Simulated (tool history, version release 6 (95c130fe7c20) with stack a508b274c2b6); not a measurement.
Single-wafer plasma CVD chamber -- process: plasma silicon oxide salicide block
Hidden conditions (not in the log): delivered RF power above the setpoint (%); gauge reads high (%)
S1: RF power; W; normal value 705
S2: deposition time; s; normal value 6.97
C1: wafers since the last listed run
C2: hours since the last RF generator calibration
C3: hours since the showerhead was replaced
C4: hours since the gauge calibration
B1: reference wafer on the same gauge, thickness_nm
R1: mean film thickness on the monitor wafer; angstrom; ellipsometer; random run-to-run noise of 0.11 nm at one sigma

Run 1, day 0: usual settings but S1 600 W; C1 0; C2 1644.7; C3 2200.1; C4 232.1; B1 74.365. Result: R1 698.26 angstrom.
Run 2, day 1.967: usual settings but S1 600 W; C1 2372; C2 1691.9; C3 2247.3; C4 279.3; B1 74.391. Result: R1 699.49 angstrom.
Run 3, day 4.646: usual settings; C1 3231; C2 1756.2; C3 2311.6; C4 343.6; B1 74.341. Result: R1 719.9 angstrom.
Run 4, day 5.788: usual settings but S1 785 W; C1 1377; C2 1783.6; C3 2339; C4 371; B1 74.43. Result: R1 733.48 angstrom.
Run 5, day 8.25: usual settings but S1 785 W; C1 2970; C2 1842.7; C3 2398.1; C4 430.1; B1 74.374. Result: R1 736.82 angstrom.
At day 8.808: showerhead replaced.
Run 6, day 9.996: usual settings; C1 1703; C2 1884.6; C3 28.5; C4 472; B1 74.403. Result: R1 719.23 angstrom.
Run 7, day 12.25: usual settings; C1 2719; C2 1938.7; C3 82.6; C4 526.1; B1 74.4. Result: R1 721.31 angstrom.
Run 8, day 13.392: usual settings but S2 6.28 s; C1 1377; C2 1966.1; C3 110; C4 553.5; B1 74.436. Result: R1 649.76 angstrom.
At day 14.992: gauge calibrated.
At day 16.225: RF generator calibrated.
Run 9, day 16.246: usual settings but S1 630 W, S2 5.69 s; C1 3040; C2 0.5; C3 178.5; C4 30.1; B1 74.435. Result: R1 577.09 angstrom.
Run 10, day 17.667: usual settings; C1 1713; C2 34.6; C3 212.6; C4 64.2; B1 74.424. Result: R1 720.95 angstrom.
Run 11, day 18.933: usual settings but S1 810 W, S2 5.93 s; C1 1527; C2 65; C3 243; C4 94.6; B1 74.411. Result: R1 628.45 angstrom.
Run 12, day 21.167: usual settings; C1 2694; C2 118.6; C3 296.6; C4 148.2; B1 74.443. Result: R1 720.19 angstrom.
Run 13, day 23.746: usual settings but S1 660 W, S2 5.76 s; C1 3111; C2 180.5; C3 358.5; C4 210.1; B1 74.454. Result: R1 588.76 angstrom.
Run 14, day 26.167: usual settings; C1 2920; C2 238.6; C3 416.6; C4 268.2; B1 74.462. Result: R1 720.15 angstrom.

4 options for the next run, each taken on its own from the tool as it stands now. Forecast them:
Run A, day 26.183: usual settings but S1 795 W; C1 20; C2 239; C3 417; C4 268.6; B1 ?. Result: R1 ?.
Run B, day 26.183: usual settings but S1 800 W, S2 5.68 s; C1 20; C2 239; C3 417; C4 268.6; B1 ?. Result: R1 ?.
Run C, day 26.183: usual settings but S2 5.71 s; C1 20; C2 239; C3 417; C4 268.6; B1 ?. Result: R1 ?.
Run D, day 26.183: usual settings but S1 595 W; C1 20; C2 239; C3 417; C4 268.6; B1 ?. Result: R1 ?.

run      B1      R1
  A  74.406  736.05
  B  74.406  600.53
  C  74.406  589.82
  D  74.406  699.11
With the hidden condition removed and each run's random variation left untouched, the same runs would have given:
run      R1
  A  736.05
  B  600.53
  C  589.82
  D  699.11
